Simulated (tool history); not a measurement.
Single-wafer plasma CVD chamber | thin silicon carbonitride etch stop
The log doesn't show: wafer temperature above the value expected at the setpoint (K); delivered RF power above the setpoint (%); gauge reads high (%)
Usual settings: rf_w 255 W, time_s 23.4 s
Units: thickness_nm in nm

| run | hour | rf_w | time_s | wafers since the last listed run | hours since the last thermocouple change | hours since the last RF generator calibration | hours since the showerhead was replaced | hours since the gauge calibration | read-back reference wafer on the same gauge, thickness_nm | thickness_nm |
|---|---|---|---|---|---|---|---|---|---|---|
| 1 | 0.0 | 255 | 23.4 | 0 | 888.2 | 770.4 | 3907.5 | 1454.5 | 16.597 | 13.945 |
| 2 | 45.8 | 255 | 23.4 | 1204 | 934.0 | 816.2 | 3953.3 | 1500.3 | 16.597 | 13.914 |
|  | 178.8 | gauge calibrated |
| 3 | 237.3 | 255 | 20.9 | 5035 | 1125.5 | 1007.7 | 4144.8 | 58.5 | 16.592 | 12.426 |
| 4 | 337.3 | 255 | 22.1 | 2629 | 1225.5 | 1107.7 | 4244.8 | 158.5 | 16.598 | 13.073 |
| 5 | 379.3 | 255 | 23.4 | 1104 | 1267.5 | 1149.7 | 4286.8 | 200.5 | 16.602 | 13.879 |
| 6 | 469.6 | 255 | 23.4 | 2374 | 1357.8 | 1240.0 | 4377.1 | 290.8 | 16.598 | 13.857 |
| 7 | 570.7 | 255 | 23.4 | 2658 | 1458.9 | 1341.1 | 4478.2 | 391.9 | 16.599 | 13.809 |
| 8 | 668.5 | 255 | 23.4 | 2571 | 1556.7 | 1438.9 | 4576.0 | 489.7 | 16.594 | 13.829 |
|  | 697.7 | showerhead replaced |
| 9 | 758.3 | 255 | 21.5 | 2150 | 1646.5 | 1528.7 | 60.6 | 579.5 | 16.604 | 12.639 |
| 10 | 802.2 | 255 | 21.5 | 1154 | 1690.4 | 1572.6 | 104.5 | 623.4 | 16.604 | 12.688 |
| 11 | 904.5 | 275 | 23.4 | 2690 | 1792.7 | 1674.9 | 206.8 | 725.7 | 16.603 | 14.130 |
| 12 | 942.9 | 215 | 23.4 | 1009 | 1831.1 | 1713.3 | 245.2 | 764.1 | 16.605 | 12.827 |
| 13 | 1006.0 | 215 | 23.4 | 1659 | 1894.2 | 1776.4 | 308.3 | 827.2 | 16.600 | 12.860 |
|  | 1063.3 | RF generator calibrated |
|  | 1066.4 | thermocouple changed; heater temperature recalibrated |
| 14 | 1093.7 | 255 | 23.4 | 2014 | 27.3 | 30.4 | 396.0 | 914.9 | 16.595 | 14.057 |
| 15 | 1136.8 | 255 | 23.4 | 1133 | 70.4 | 73.5 | 439.1 | 958.0 | 16.605 | 14.057 |
| 16 | 1228.1 | 225 | 26.3 | 2400 | 161.7 | 164.8 | 530.4 | 1049.3 | 16.598 | 15.023 |
| 17 | 1295.7 | 230 | 23.4 | 1777 | 229.3 | 232.4 | 598.0 | 1116.9 | 16.601 | 13.471 |
| 18 | 1391.1 | 255 | 23.4 | 2508 | 324.7 | 327.8 | 693.4 | 1212.3 | 16.599 | 13.982 |
| 19 | 1485.0 | 255 | 23.4 | 2469 | 418.6 | 421.7 | 787.3 | 1306.2 | 16.596 | 13.980 |
| 20 | 1551.6 | 240 | 21.4 | 1751 | 485.2 | 488.3 | 853.9 | 1372.8 | 16.596 | 12.527 |
|  | 1589.6 | gauge calibrated |
| 21 | 1608.4 | 255 | 27.9 | 1493 | 542.0 | 545.1 | 910.7 | 18.8 | 16.597 | 16.639 |
| 22 | 1694.9 | 255 | 25.2 | 2274 | 628.5 | 631.6 | 997.2 | 105.3 | 16.603 | 15.042 |
| 23 | 1743.0 | 205 | 26.4 | 1264 | 676.6 | 679.7 | 1045.3 | 153.4 | 16.597 | 14.471 |
| 24 | 1811.8 | 255 | 23.4 | 1809 | 745.4 | 748.5 | 1114.1 | 222.2 | 16.604 | 13.970 |
| 25 | 1850.8 | 210 | 20.1 | 1025 | 784.4 | 787.5 | 1153.1 | 261.2 | 16.605 | 11.110 |
| 26 | 1916.5 | 255 | 23.4 | 1727 | 850.1 | 853.2 | 1218.8 | 326.9 | 16.598 | 13.960 |
| 27 | 2023.2 | 285 | 23.4 | 2805 | 956.8 | 959.9 | 1325.5 | 433.6 | 16.597 | 14.536 |
| 28 | 2113.6 | 290 | 27.6 | 2377 | 1047.2 | 1050.3 | 1415.9 | 524.0 | 16.601 | 17.152 |
| 29 | 2185.8 | 280 | 26.3 | 1898 | 1119.4 | 1122.5 | 1488.1 | 596.2 | 16.604 | 16.195 |
| 30 | 2223.9 | 215 | 27.4 | 1001 | 1157.5 | 1160.6 | 1526.2 | 634.3 | 16.600 | 15.213 |

Forecast each of these 4 alternatives for the next run:
| A | 2224.3 | 255 | 23.4 | 10 | 1157.9 | 1161.0 | 1526.6 | 634.7 | ? | ? |
| B | 2224.3 | 300 | 21.5 | 10 | 1157.9 | 1161.0 | 1526.6 | 634.7 | ? | ? |
| C | 2224.3 | 280 | 20.8 | 10 | 1157.9 | 1161.0 | 1526.6 | 634.7 | ? | ? |
| D | 2224.3 | 205 | 23.4 | 10 | 1157.9 | 1161.0 | 1526.6 | 634.7 | ? | ? |

| run | read-back reference wafer on the same gauge, thickness_nm | thickness_nm |
|---|---|---|
| A | 16.600 | 13.906 |
| B | 16.600 | 13.566 |
| C | 16.600 | 12.798 |
| D | 16.600 | 12.778 |
Without the tool's hidden state the same runs would have given:
| run | thickness_nm |
|---|---|
| A | 14.014 |
| B | 13.672 |
| C | 12.898 |
| D | 12.878 |
